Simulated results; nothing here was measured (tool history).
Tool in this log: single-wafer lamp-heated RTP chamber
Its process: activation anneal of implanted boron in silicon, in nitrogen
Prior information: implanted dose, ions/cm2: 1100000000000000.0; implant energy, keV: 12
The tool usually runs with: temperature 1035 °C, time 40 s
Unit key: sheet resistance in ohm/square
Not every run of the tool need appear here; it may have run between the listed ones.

run,day,temperature,time,"read-back reference wafer on the same gauge, sheet resistance",sheet resistance
1,0.000,1035,40,146.96,125.85
2,0.262,1035,40,147.00,125.78
3,0.746,1017,40,146.85,130.26
4,1.212,1017,40,146.90,130.90
5,1.571,1017,40,146.92,129.20
6,1.892,1035,40,147.07,125.63
7,2.517,1035,40,146.99,125.64
8,3.112,1035,40,146.89,126.67
9,3.542,1035,40,147.00,126.04
# day 3.625: gauge calibrated
10,5.542,1035,40,147.01,126.06
# day 6.104: reflector plate cleaned
11,6.125,1035,40,147.06,125.73
12,6.596,1035,40,147.02,124.58
13,6.912,1035,40,147.00,125.92
14,7.617,1035,40,147.07,125.84
15,8.050,1035,40,146.87,125.57
16,8.733,1051,24,147.09,124.92
# day 9.242: pyrometer window cleaned and pyrometer calibrated
17,9.262,1035,40,147.02,125.77
18,9.471,1061,20,146.89,124.35
19,10.042,1035,40,147.00,125.64
20,10.621,1035,60,146.94,123.85
21,10.917,1060,20,147.05,124.81
# day 11.396: gauge calibrated
22,11.588,1060,20,147.02,125.22
23,12.233,1050,28,147.07,124.20
24,12.771,1048,19,146.98,126.34
25,13.521,1055,58,146.99,120.63
26,14.162,1051,40,146.97,122.78
27,14.458,1017,20,146.91,133.31
28,15.171,1060,48,146.90,122.34

5 ways to go on from here, each from the tool as it stands after run 28. What would each give?
A,15.188,1035,40,?,?
B,15.188,1022,40,?,?
C,15.188,1049,40,?,?
D,15.188,1054,21,?,?
E,15.188,1061,40,?,?

run,"read-back reference wafer on the same gauge, sheet resistance",sheet resistance
A,146.92,125.37
B,146.92,128.30
C,146.92,122.92
D,146.92,124.92
E,146.92,121.78
Without the tool's hidden state the same runs would have given:
run,sheet resistance
A,125.37
B,128.30
C,122.92
D,124.92
E,121.78

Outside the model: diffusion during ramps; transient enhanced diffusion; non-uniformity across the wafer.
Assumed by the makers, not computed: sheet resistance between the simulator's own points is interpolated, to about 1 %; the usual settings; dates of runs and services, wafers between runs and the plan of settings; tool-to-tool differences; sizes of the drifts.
